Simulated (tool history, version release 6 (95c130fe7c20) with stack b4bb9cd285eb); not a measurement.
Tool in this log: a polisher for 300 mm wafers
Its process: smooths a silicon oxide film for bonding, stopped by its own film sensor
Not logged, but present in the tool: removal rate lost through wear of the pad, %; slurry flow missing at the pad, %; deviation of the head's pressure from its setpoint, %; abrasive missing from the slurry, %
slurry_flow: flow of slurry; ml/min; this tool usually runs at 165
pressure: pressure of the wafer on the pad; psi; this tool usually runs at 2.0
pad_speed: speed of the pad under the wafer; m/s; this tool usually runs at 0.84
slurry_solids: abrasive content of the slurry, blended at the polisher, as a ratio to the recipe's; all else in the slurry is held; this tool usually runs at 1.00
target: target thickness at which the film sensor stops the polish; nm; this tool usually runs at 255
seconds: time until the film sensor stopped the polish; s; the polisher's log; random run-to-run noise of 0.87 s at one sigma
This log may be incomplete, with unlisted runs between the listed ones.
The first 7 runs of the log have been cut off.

run     day  slurry_flow  pressure  pad_speed  slurry_solids  target  wafers since the last listed run  wafers polished on this pad  hours since the slurry nozzle was cleaned  hours since the head pressure was calibrated  hours since the slurry blender was calibrated  incoming thickness of the incoming film, nm  seconds
  8   7.450          165       2.0       0.84           1.00     255                               278                         1017                                      113.1                                        1116.9                                          100.1                                        306.2     85.5
      8.512  -- head pressure recalibrated
  9   8.533          165       2.0       0.84           1.00     255                               220                         1238                                      139.1                                           0.5                                          126.1                                        307.3     89.0
 10   9.538          165       2.0       0.84           1.00     255                               221                         1460                                      163.2                                          24.6                                          150.2                                        308.7     90.0
      9.883  -- worn pad replaced by a new one
 11  10.096          165       2.0       0.84           1.00     255                                86                           46                                      176.6                                          38.0                                          163.6                                        311.5     95.3
 12  10.825          135       2.0       0.84           1.00     255                               160                          207                                      194.1                                          55.5                                          181.1                                        312.0     99.2
 13  12.275          165       2.0       0.84           1.00     255                               320                          527                                      228.9                                          90.3                                          215.9                                        313.8    100.2
 14  12.879          200       2.0       1.02           1.00     255                               133                          661                                      243.4                                         104.8                                          230.4                                        305.4     72.8
 15  13.700          125       2.0       0.58           1.00     255                               181                          842                                      263.1                                         124.5                                          250.1                                        312.1    139.4
 16  14.812          125       2.0       1.00           1.00     240                               245                         1087                                      289.8                                         151.2                                          276.8                                        305.5    105.6
 17  15.871          220       2.0       0.84           1.00     255                               233                         1321                                      315.2                                         176.6                                          302.2                                        314.3    102.2
 18  16.958          165       2.0       0.84           1.00     255                               240                         1561                                      341.3                                         202.7                                          328.3                                        311.7    101.3
     17.962  -- worn pad replaced by a new one
 19  18.150          125       2.0       0.84           1.00     270                               226                           41                                      369.9                                         231.3                                          356.9                                        308.9     75.9
     18.512  -- slurry blender recalibrated
 20  19.096          190       2.0       0.84           1.00     261                               190                          231                                      392.6                                         254.0                                           14.0                                        309.2     78.1
     19.600  -- slurry nozzle cleaned
 21  19.892          165       2.0       0.84           0.90     255                               166                          398                                        7.0                                         273.1                                           33.1                                        305.1     86.9
 22  20.875          165       2.7       1.04           1.30     238                               217                          615                                       30.6                                         296.7                                           56.7                                        312.8     71.3
 23  21.588          185       2.0       0.84           1.15     255                               157                          772                                       47.7                                         313.8                                           73.8                                        305.5     78.5
 24  22.696          165       2.0       0.66           1.00     255                               244                         1017                                       74.3                                         340.4                                          100.4                                        311.8    116.2
 25  23.600          165       2.0       0.84           1.00     255                               199                         1216                                       96.0                                         362.1                                          122.1                                        308.9     90.4
 26  24.367          165       2.0       0.84           0.80     255                               169                         1385                                      114.4                                         380.5                                          140.5                                        306.8     95.0
     24.592  -- worn pad replaced by a new one
 27  25.233          190       1.4       0.62           1.00     255                               154                          142                                      135.2                                         401.3                                          161.3                                        311.5    164.6
 28  25.833          135       2.5       0.68           1.00     271                               132                          274                                      149.6                                         415.7                                          175.7                                        309.1     63.9
 29  26.600          165       2.0       0.70           1.00     255                               169                          443                                      168.0                                         434.1                                          194.1                                        304.6     97.0
 30  27.312          165       2.7       1.04           1.30     238                               157                          600                                      185.1                                         451.2                                          211.2                                        312.5     73.2

Consider 4 possible next runs. They are alternatives, not a sequence: every one starts from the tool as it was left by run 30. What does each give?
  A  27.333          165       2.0       0.84           1.00     255                                 4                          605                                      185.6                                         451.7                                          211.7                                        306.6        ?
  B  27.333          165       1.7       0.62           1.00     255                                 4                          605                                      185.6                                         451.7                                          211.7                                        306.6        ?
  C  27.333          195       2.0       1.00           1.00     255                                 4                          605                                      185.6                                         451.7                                          211.7                                        306.6        ?
  D  27.333          115       2.7       0.58           1.00     255                                 4                          605                                      185.6                                         451.7                                          211.7                                        306.6        ?

run  seconds
  A     88.0
  B    130.7
  C     74.7
  D     95.0
With the hidden condition removed and each run's random variation left untouched, the same runs would have given:
run  seconds
  A     85.2
  B    126.5
  C     72.4
  D     91.9
